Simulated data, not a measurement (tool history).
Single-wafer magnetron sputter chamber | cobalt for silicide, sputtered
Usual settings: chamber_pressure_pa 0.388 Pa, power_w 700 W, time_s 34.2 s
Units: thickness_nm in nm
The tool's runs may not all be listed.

| run | hour | chamber_pressure_pa | power_w | time_s | wafers since the last listed run | wafers on the sputter target | hours since the last manometer calibration | hours since the magnet pack was replaced | hours since the gauge calibration | read-back reference wafer on the same gauge, thickness_nm | thickness_nm |
|---|---|---|---|---|---|---|---|---|---|---|---|
| 1 | 0.0 | 0.388 | 750 | 34.2 | 0 | 812 | 2275.3 | 7314.2 | 682.2 | 14.404 | 13.246 |
| 2 | 19.4 | 0.388 | 750 | 34.2 | 383 | 1196 | 2294.7 | 7333.6 | 701.6 | 14.386 | 13.093 |
| 3 | 42.1 | 0.437 | 700 | 34.2 | 449 | 1645 | 2317.4 | 7356.3 | 724.3 | 14.403 | 12.074 |
| 4 | 64.1 | 0.437 | 700 | 34.2 | 435 | 2081 | 2339.4 | 7378.3 | 746.3 | 14.411 | 12.189 |
| 5 | 84.3 | 0.292 | 700 | 34.2 | 399 | 2481 | 2359.6 | 7398.5 | 766.5 | 14.398 | 12.849 |
| 6 | 108.4 | 0.292 | 700 | 34.2 | 476 | 2957 | 2383.7 | 7422.6 | 790.6 | 14.403 | 12.661 |
| 7 | 120.6 | 0.388 | 700 | 31.9 | 241 | 3199 | 2395.9 | 7434.8 | 802.8 | 14.415 | 11.225 |
| 8 | 150.0 | 0.388 | 700 | 31.9 | 581 | 3781 | 2425.3 | 7464.2 | 832.2 | 14.404 | 11.091 |
|  | 167.3 | sputter target and shields replaced |
| 9 | 171.7 | 0.388 | 700 | 31.9 | 271 | 86 | 2447.0 | 7485.9 | 853.9 | 14.408 | 11.635 |
|  | 207.2 | magnet pack replaced |
| 10 | 207.7 | 0.388 | 700 | 34.2 | 554 | 640 | 2483.0 | 0.5 | 889.9 | 14.395 | 12.487 |
| 11 | 238.9 | 0.388 | 700 | 34.2 | 617 | 1258 | 2514.2 | 31.7 | 921.1 | 14.397 | 12.433 |
| 12 | 269.3 | 0.388 | 700 | 34.2 | 601 | 1859 | 2544.6 | 62.1 | 951.5 | 14.403 | 12.476 |
| 13 | 286.6 | 0.316 | 600 | 34.2 | 342 | 2202 | 2561.9 | 79.4 | 968.8 | 14.398 | 11.405 |
| 14 | 316.8 | 0.316 | 600 | 34.2 | 597 | 2799 | 2592.1 | 109.6 | 999.0 | 14.394 | 11.130 |
| 15 | 331.9 | 0.316 | 600 | 34.2 | 298 | 3098 | 2607.2 | 124.7 | 1014.1 | 14.392 | 11.200 |
| 16 | 354.2 | 0.388 | 700 | 34.2 | 441 | 3540 | 2629.5 | 147.0 | 1036.4 | 14.408 | 11.901 |
|  | 366.2 | sputter target and shields replaced |
| 17 | 378.4 | 0.456 | 750 | 31.0 | 320 | 240 | 2653.7 | 171.2 | 1060.6 | 14.374 | 11.712 |
| 18 | 410.6 | 0.430 | 550 | 34.2 | 637 | 877 | 2685.9 | 203.4 | 1092.8 | 14.403 | 10.355 |
| 19 | 423.7 | 0.388 | 700 | 34.2 | 259 | 1137 | 2699.0 | 216.5 | 1105.9 | 14.428 | 12.510 |
| 20 | 445.4 | 0.388 | 700 | 36.7 | 429 | 1566 | 2720.7 | 238.2 | 1127.6 | 14.403 | 13.377 |
|  | 457.2 | gauge calibrated |
| 21 | 459.7 | 0.388 | 550 | 34.2 | 282 | 1849 | 2735.0 | 252.5 | 2.5 | 14.410 | 10.491 |
| 22 | 494.5 | 0.388 | 700 | 34.2 | 688 | 2538 | 2769.8 | 287.3 | 37.3 | 14.416 | 12.212 |
|  | 508.6 | capacitance manometer re-zeroed and calibrated |
| 23 | 518.6 | 0.388 | 700 | 34.2 | 318 | 2856 | 10.0 | 311.4 | 61.4 | 14.419 | 12.043 |
| 24 | 532.3 | 0.388 | 700 | 40.7 | 271 | 3128 | 23.7 | 325.1 | 75.1 | 14.424 | 14.411 |
|  | 565.0 | sputter target and shields replaced |
| 25 | 565.5 | 0.388 | 700 | 34.2 | 498 | 9 | 56.9 | 358.3 | 108.3 | 14.398 | 12.594 |
| 26 | 587.0 | 0.388 | 700 | 40.7 | 425 | 435 | 78.4 | 379.8 | 129.8 | 14.405 | 15.067 |
| 27 | 618.8 | 0.388 | 700 | 34.2 | 629 | 1064 | 110.2 | 411.6 | 161.6 | 14.393 | 12.454 |
| 28 | 649.3 | 0.388 | 700 | 31.9 | 603 | 1668 | 140.7 | 442.1 | 192.1 | 14.406 | 11.698 |
| 29 | 678.0 | 0.349 | 800 | 35.9 | 567 | 2236 | 169.4 | 470.8 | 220.8 | 14.386 | 14.464 |
| 30 | 692.9 | 0.506 | 700 | 36.3 | 294 | 2531 | 184.3 | 485.7 | 235.7 | 14.383 | 12.414 |
|  | 756.1 | sputter target and shields replaced |
| 31 | 756.6 | 0.247 | 700 | 34.2 | 1102 | 9 | 248.0 | 549.4 | 299.4 | 14.403 | 13.454 |
| 32 | 785.5 | 0.518 | 500 | 38.4 | 571 | 581 | 276.9 | 578.3 | 328.3 | 14.395 | 10.676 |
| 33 | 800.3 | 0.472 | 700 | 30.7 | 292 | 874 | 291.7 | 593.1 | 343.1 | 14.399 | 10.876 |
| 34 | 831.7 | 0.521 | 700 | 34.2 | 621 | 1495 | 323.1 | 624.5 | 374.5 | 14.394 | 11.758 |

Hidden state at the last listed run before each entry between runs and at the first one after, where it differs:
Between runs 8 and 9: sputter target and shields replaced (hour 167.3)
  deposition rate above that of a new target (%): -6.27 -> -0.579
  measured less the result without the state, thickness_nm: -0.742 -> -0.067 nm
Between runs 9 and 10: magnet pack replaced (hour 207.2)
  deposition rate above that of a new target (%): -0.579 -> -0.833
  measured less the result without the state, thickness_nm: -0.067 -> -0.105 nm
Between runs 16 and 17: sputter target and shields replaced (hour 366.2)
  deposition rate above that of a new target (%): -6.07 -> -0.408
  measured less the result without the state, thickness_nm: -0.768 -> -0.048 nm
Between runs 20 and 21: gauge calibrated (hour 457.2)
  deposition rate above that of a new target (%): -1.37 -> -1.76
  measured less the result without the state, thickness_nm: -0.186 -> -0.187 nm
Between runs 22 and 23: capacitance manometer re-zeroed and calibrated (hour 508.6)
  deposition rate above that of a new target (%): -2.97 -> -4.03
  measured less the result without the state, thickness_nm: -0.374 -> -0.506 nm
Between runs 24 and 25: sputter target and shields replaced (hour 565.0)
  deposition rate above that of a new target (%): -4.72 -> -0.289
  measured less the result without the state, thickness_nm: -0.714 -> -0.036 nm
Between runs 30 and 31: sputter target and shields replaced (hour 756.1)
  deposition rate above that of a new target (%): -2.86 -> -0.027
  measured less the result without the state, thickness_nm: -0.365 -> -0.004 nm

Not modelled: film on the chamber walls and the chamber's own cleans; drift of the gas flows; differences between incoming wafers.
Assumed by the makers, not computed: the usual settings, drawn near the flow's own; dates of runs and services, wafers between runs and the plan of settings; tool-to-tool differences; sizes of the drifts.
